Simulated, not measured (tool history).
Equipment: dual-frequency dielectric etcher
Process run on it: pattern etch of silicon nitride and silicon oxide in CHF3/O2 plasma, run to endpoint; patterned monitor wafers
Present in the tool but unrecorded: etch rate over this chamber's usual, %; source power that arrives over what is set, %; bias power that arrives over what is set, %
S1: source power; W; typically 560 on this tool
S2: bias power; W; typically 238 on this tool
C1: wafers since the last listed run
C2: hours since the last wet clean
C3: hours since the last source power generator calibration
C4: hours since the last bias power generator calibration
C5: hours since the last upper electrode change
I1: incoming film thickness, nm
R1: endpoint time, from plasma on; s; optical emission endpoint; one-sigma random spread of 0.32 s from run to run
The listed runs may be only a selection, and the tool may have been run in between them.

Run 1, hour 0.0: usual settings but S2 279 W; C1 0; C2 432.7; C3 3800.1; C4 4296.1; C5 4007.8; I1 180.5. Result: R1 97.5 s.
At hour 70.3: wet clean of the chamber.
Run 2, hour 70.8: usual settings but S2 279 W; C1 380; C2 0.5; C3 3870.9; C4 4366.9; C5 4078.6; I1 180.1. Result: R1 99.9 s.
Run 3, hour 159.9: usual settings but S2 279 W; C1 724; C2 89.6; C3 3960.0; C4 4456.0; C5 4167.7; I1 180.4. Result: R1 100.0 s.
Run 4, hour 229.5: usual settings; C1 566; C2 159.2; C3 4029.6; C4 4525.6; C5 4237.3; I1 179.0. Result: R1 105.0 s.
Run 5, hour 273.7: usual settings; C1 359; C2 203.4; C3 4073.8; C4 4569.8; C5 4281.5; I1 178.1. Result: R1 104.0 s.
Run 6, hour 326.3: usual settings but S1 480 W; C1 427; C2 256.0; C3 4126.4; C4 4622.4; C5 4334.1; I1 176.9. Result: R1 111.0 s.
Run 7, hour 375.0: usual settings but S1 480 W; C1 396; C2 304.7; C3 4175.1; C4 4671.1; C5 4382.8; I1 178.2. Result: R1 111.0 s.
At hour 439.5: source power generator calibrated.
Run 8, hour 482.5: usual settings but S1 480 W; C1 842; C2 412.2; C3 43.0; C4 4778.6; C5 4490.3; I1 178.7. Result: R1 110.6 s.
Run 9, hour 541.5: usual settings but S1 660 W; C1 480; C2 471.2; C3 102.0; C4 4837.6; C5 4549.3; I1 180.7. Result: R1 97.1 s.
Run 10, hour 603.8: usual settings but S1 660 W; C1 506; C2 533.5; C3 164.3; C4 4899.9; C5 4611.6; I1 178.7. Result: R1 96.3 s.
At hour 651.1: wet clean of the chamber.
Run 11, hour 652.9: usual settings but S2 191 W; C1 204; C2 1.8; C3 213.4; C4 4949.0; C5 4660.7; I1 177.8. Result: R1 113.6 s.
Run 12, hour 701.2: usual settings; C1 392; C2 50.1; C3 261.7; C4 4997.3; C5 4709.0; I1 177.8. Result: R1 103.7 s.
Run 13, hour 741.2: usual settings but S2 193 W; C1 325; C2 90.1; C3 301.7; C4 5037.3; C5 4749.0; I1 180.5. Result: R1 114.0 s.
Run 14, hour 836.9: usual settings but S1 420 W, S2 187 W; C1 778; C2 185.8; C3 397.4; C4 5133.0; C5 4844.7; I1 179.4. Result: R1 130.2 s.
At hour 923.2: upper electrode replaced.
Run 15, hour 929.7: usual settings but S2 261 W; C1 559; C2 278.6; C3 490.2; C4 5225.8; C5 6.5; I1 178.8. Result: R1 99.9 s.
Run 16, hour 996.1: usual settings but S1 690 W, S2 180 W; C1 540; C2 345.0; C3 556.6; C4 5292.2; C5 72.9; I1 180.2. Result: R1 105.4 s.
At hour 1048.2: bias power generator calibrated.
Run 17, hour 1051.0: usual settings but S1 480 W; C1 414; C2 399.9; C3 611.5; C4 2.8; C5 127.8; I1 180.9. Result: R1 110.7 s.
At hour 1157.2: wet clean of the chamber.
Run 18, hour 1157.7: usual settings but S1 670 W, S2 195 W; C1 672; C2 0.5; C3 718.2; C4 109.5; C5 234.5; I1 179.0. Result: R1 106.0 s.
Run 19, hour 1198.1: usual settings but S1 480 W; C1 328; C2 40.9; C3 758.6; C4 149.9; C5 274.9; I1 179.5. Result: R1 112.6 s.
Run 20, hour 1240.0: usual settings but S1 440 W; C1 340; C2 82.8; C3 800.5; C4 191.8; C5 316.8; I1 179.4. Result: R1 117.2 s.
Run 21, hour 1348.4: usual settings but S1 680 W, S2 178 W; C1 881; C2 191.2; C3 908.9; C4 300.2; C5 425.2; I1 179.8. Result: R1 107.7 s.
Run 22, hour 1404.8: usual settings but S2 279 W; C1 458; C2 247.6; C3 965.3; C4 356.6; C5 481.6; I1 179.4. Result: R1 98.3 s.

The tool's hidden state at each run:
source power that arrives over what is set, %: 0 on each run
bias power that arrives over what is set, %: 0 on each run
H1: etch rate over this chamber's usual, %
run       H1
  1     2.39
  2   -0.481
  3  -0.0113
  4    0.356
  5    0.589
  6    0.866
  7     1.12
  8     1.69
  9        2
 10     2.33
 11    0.561
 12    0.815
 13     1.03
 14     1.53
 15     2.02
 16     2.37
 17     2.66
 18   -0.308
 19  -0.0953
 20    0.126
 21    0.698
 22    0.995
